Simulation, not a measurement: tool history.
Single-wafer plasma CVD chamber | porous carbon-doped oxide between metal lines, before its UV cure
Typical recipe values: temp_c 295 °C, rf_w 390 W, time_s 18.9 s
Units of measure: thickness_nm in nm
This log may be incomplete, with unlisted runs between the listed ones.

run    day  temp_c  rf_w  time_s  wafers since the last listed run  hours since the last thermocouple change  hours since the last RF generator calibration  hours since the showerhead was replaced  hours since the gauge calibration  read-back reference wafer on the same gauge, thickness_nm  thickness_nm
  1  0.000     286   390    21.0                                 0                                    1839.6                                         1471.9                                   5321.7                               59.5                                                     79.650       105.162
  2  0.704     295   390    18.9                               358                                    1856.5                                         1488.8                                   5338.6                               76.4                                                     79.646        88.905
  3  1.425     295   390    18.9                               366                                    1873.8                                         1506.1                                   5355.9                               93.7                                                     79.702        89.014
  4  1.904     295   390    18.9                               243                                    1885.3                                         1517.6                                   5367.4                              105.2                                                     79.695        89.293
     2.183  -- gauge calibrated
     3.350  -- showerhead replaced, of another model than before
     3.933  -- RF generator calibrated
  5  4.146     295   390    18.9                               801                                    1939.1                                            5.1                                     19.1                               47.1                                                     79.731        95.558
  6  4.804     295   390    18.9                               334                                    1954.9                                           20.9                                     34.9                               62.9                                                     79.728        95.422
  7  5.258     295   365    17.0                               230                                    1965.8                                           31.8                                     45.8                               73.8                                                     79.652        83.456
     5.838  -- thermocouple changed; heater temperature recalibrated
  8  5.858     289   460    18.9                               135                                       0.5                                           46.2                                     60.2                               88.2                                                     79.738       108.039
     6.775  -- gauge calibrated
  9  6.925     295   340    18.9                               542                                      26.1                                           71.8                                     85.8                                3.6                                                     79.717        89.496
 10  7.358     295   390    18.9                               220                                      36.5                                           82.2                                     96.2                               14.0                                                     79.753        95.647
 11  7.804     287   455    17.4                               226                                      47.2                                           92.9                                    106.9                               24.7                                                     79.750        99.935
 12  8.242     306   315    21.3                               222                                      57.7                                          103.4                                    117.4                               35.2                                                     79.621        90.486
 13  8.567     281   390    17.9                               165                                      65.5                                          111.2                                    125.2                               43.0                                                     79.667        99.889
 14  8.871     280   390    20.1                               154                                      72.8                                          118.5                                    132.5                               50.3                                                     79.727       112.203

What if the next run were any one of these 5? Each begins from the tool's condition after run 14:
  A  8.888     295   390    18.9                                 8                                      73.2                                          118.9                                    132.9                               50.7                                                          ?             ?
  B  8.888     295   335    18.9                                 8                                      73.2                                          118.9                                    132.9                               50.7                                                          ?             ?
  C  8.888     295   365    18.9                                 8                                      73.2                                          118.9                                    132.9                               50.7                                                          ?             ?
  D  8.888     302   455    16.8                                 8                                      73.2                                          118.9                                    132.9                               50.7                                                          ?             ?
  E  8.888     307   435    16.0                                 8                                      73.2                                          118.9                                    132.9                               50.7                                                          ?             ?

run  read-back reference wafer on the same gauge, thickness_nm  thickness_nm
  A                                                     79.641        95.576
  B                                                     79.641        88.954
  C                                                     79.641        92.599
  D                                                     79.641        87.857
  E                                                     79.641        79.431
With the hidden condition removed and each run's random variation left untouched, the same runs would have given:
run  thickness_nm
  A        95.648
  B        89.023
  C        92.671
  D        87.923
  E        79.491

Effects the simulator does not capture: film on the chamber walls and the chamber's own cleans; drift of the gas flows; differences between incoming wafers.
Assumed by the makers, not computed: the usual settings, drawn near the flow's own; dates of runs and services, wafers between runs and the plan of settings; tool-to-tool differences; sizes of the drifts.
